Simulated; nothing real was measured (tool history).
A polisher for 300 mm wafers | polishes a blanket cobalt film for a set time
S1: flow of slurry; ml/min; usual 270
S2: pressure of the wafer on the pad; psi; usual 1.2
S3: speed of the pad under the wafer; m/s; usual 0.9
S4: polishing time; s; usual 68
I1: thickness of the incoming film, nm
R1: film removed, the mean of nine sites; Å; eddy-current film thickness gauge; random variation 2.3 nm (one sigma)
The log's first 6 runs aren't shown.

run 7 hour=604.3 | S1=270 S2=1.2 S3=0.9 S4=68 | I1=1329.2 | R1=1794
run 8 hour=646.2 | S1=270 S2=1.2 S3=0.9 S4=68 | I1=1309.9 | R1=1790
run 9 hour=682.9 | S1=270 S2=1.2 S3=0.9 S4=68 | I1=1284.5 | R1=1811
-- hour=710.6 slurry nozzle cleaned
run 10 hour=761.8 | S1=270 S2=1.2 S3=0.9 S4=68 | I1=1319.8 | R1=1819
run 11 hour=836.3 | S1=270 S2=1.2 S3=0.9 S4=68 | I1=1313 | R1=1821
-- hour=936 head pressure recalibrated
run 12 hour=939.6 | S1=270 S2=1.2 S3=0.9 S4=68 | I1=1311.1 | R1=1834
run 13 hour=1042.5 | S1=270 S2=1.2 S3=0.9 S4=68 | I1=1313 | R1=1836
-- hour=1078.9 worn pad replaced by a new one
run 14 hour=1149.7 | S1=270 S2=1.2 S3=0.9 S4=68 | I1=1280.2 | R1=1802
run 15 hour=1232.4 | S1=270 S2=1.2 S3=0.9 S4=68 | I1=1308.5 | R1=1814
run 16 hour=1270.5 | S1=270 S2=1.5 S3=1.18 S4=86 | I1=1336.3 | R1=3631
run 17 hour=1361.3 | S1=270 S2=0.9 S3=0.9 S4=68 | I1=1317.5 | R1=1443
run 18 hour=1430.8 | S1=270 S2=1.3 S3=0.9 S4=47 | I1=1331.7 | R1=1352
run 19 hour=1527.2 | S1=270 S2=1.2 S3=0.9 S4=68 | I1=1303.8 | R1=1810
-- hour=1551.5 slurry nozzle cleaned
run 20 hour=1614.4 | S1=270 S2=1.2 S3=0.9 S4=68 | I1=1307.2 | R1=1827
-- hour=1664.9 head pressure recalibrated
run 21 hour=1665.4 | S1=270 S2=1.2 S3=0.64 S4=68 | I1=1319.9 | R1=1276
run 22 hour=1761.7 | S1=330 S2=1.3 S3=0.98 S4=46 | I1=1310.6 | R1=1458

Run 23 comes next. What will it give?
run 23 hour=1828.4 | S1=315 S2=1.4 S3=1.12 S4=53 | I1=1323.6 | R1=?

Run 23 gave R1 1980 Å.
Without the tool's hidden state the same run would have given R1 1980 Å.
